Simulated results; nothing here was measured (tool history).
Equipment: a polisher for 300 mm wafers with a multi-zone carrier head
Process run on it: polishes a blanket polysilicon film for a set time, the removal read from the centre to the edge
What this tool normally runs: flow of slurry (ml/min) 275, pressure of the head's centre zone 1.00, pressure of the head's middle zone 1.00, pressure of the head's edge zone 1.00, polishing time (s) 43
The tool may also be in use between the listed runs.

run	hour	flow of slurry (ml/min)	pressure of the head's centre zone	pressure of the head's middle zone	pressure of the head's edge zone	polishing time (s)	wafers since the last listed run	wafers polished on this pad	hours since the slurry nozzle was cleaned	hours since the centre zone pressure was calibrated	hours since the edge zone pressure was calibrated	hours since the carrier head's membrane was replaced	incoming thickness of the incoming film, nm	film removed at the wafer's centre (nm)	film removed at mid-radius (nm)	film removed at the wafer's edge (nm)
1	0.0	275	1.04	1.00	0.95	43	0	1184	81.5	931.7	746.7	837.7	1033.4	199.5	197.9	190.3
# hour 8.8: worn pad replaced by a new one
2	9.3	275	1.00	1.06	0.96	43	48	4	90.8	941.0	756.0	847.0	1043.3	194.1	208.6	189.2
3	21.2	275	1.00	1.06	0.96	43	109	114	102.7	952.9	767.9	858.9	1012.3	196.2	206.6	191.0
# hour 23.8: edge zone pressure recalibrated
4	48.4	275	1.00	1.00	1.00	43	232	347	129.9	980.1	24.6	886.1	1039.2	196.1	198.6	194.9
5	61.5	275	1.00	1.00	1.00	43	120	467	143.0	993.2	37.7	899.2	1027.4	191.8	197.1	194.7
6	69.1	275	1.00	1.00	1.00	43	70	538	150.6	1000.8	45.3	906.8	1030.3	194.1	198.1	193.0
7	86.4	275	1.00	1.00	1.00	43	159	697	167.9	1018.1	62.6	924.1	1017.5	192.0	196.6	197.3
8	103.9	360	1.00	1.00	1.05	33	161	859	185.4	1035.6	80.1	941.6	1031.6	150.3	155.3	157.5
9	121.0	245	1.00	1.00	1.00	43	157	1016	202.5	1052.7	97.2	958.7	1036.7	188.2	195.8	193.5
10	135.7	240	1.00	0.95	0.92	43	135	1152	217.2	1067.4	111.9	973.4	1029.5	189.4	183.4	183.5
# hour 143.8: centre zone pressure recalibrated
# hour 147.0: worn pad replaced by a new one
11	152.7	275	1.00	1.00	1.00	43	109	53	234.2	8.9	128.9	990.4	1019.9	192.4	196.9	195.0
12	166.4	235	1.00	1.00	1.00	52	126	179	247.9	22.6	142.6	1004.1	1039.5	228.6	235.4	233.3
13	180.4	275	1.05	1.05	1.00	43	129	308	261.9	36.6	156.6	1018.1	1023.9	202.4	206.2	197.7
14	188.6	275	1.00	0.93	1.09	43	75	384	270.1	44.8	164.8	1026.3	1043.1	191.7	186.8	202.6
15	196.6	275	1.00	1.00	0.92	43	73	458	278.1	52.8	172.8	1034.3	1043.9	188.9	199.2	187.4
16	212.7	275	1.00	1.00	1.08	43	148	606	294.2	68.9	188.9	1050.4	1037.6	192.6	199.0	204.9
# hour 218.6: slurry nozzle cleaned
# hour 221.4: carrier head's membrane replaced by a new one
17	229.4	275	0.96	1.00	1.00	43	118	725	10.8	85.6	205.6	8.0	1026.4	186.0	196.5	195.3
18	245.7	275	1.00	1.00	1.05	43	150	875	27.1	101.9	221.9	24.3	1041.5	191.3	197.1	197.6
19	256.1	275	1.00	1.00	1.00	43	95	971	37.5	112.3	232.3	34.7	1044.6	193.5	197.2	193.4
20	271.3	275	1.00	1.00	1.00	43	140	1111	52.7	127.5	247.5	49.9	1050.4	191.5	197.1	194.9
21	282.8	275	1.00	0.92	1.00	28	106	1217	64.2	139.0	259.0	61.4	1007.1	124.9	120.8	126.5
# hour 301.7: worn pad replaced by a new one
22	302.2	335	1.06	1.00	1.00	36	142	5	83.6	158.4	278.4	80.8	1023.7	175.1	168.4	166.1

Forecast run 23:
23	308.9	340	1.00	0.93	1.00	29	61	66	90.3	165.1	285.1	87.5	1019.5	?	?	?

film removed at the wafer's centre (nm): 134.0
film removed at mid-radius (nm): 127.9
film removed at the wafer's edge (nm): 133.5
Were there no unlogged condition in the tool, this run, its random variation unchanged, would have produced film removed at the wafer's centre (nm) 134.0, film removed at mid-radius (nm) 127.9, film removed at the wafer's edge (nm) 133.5.
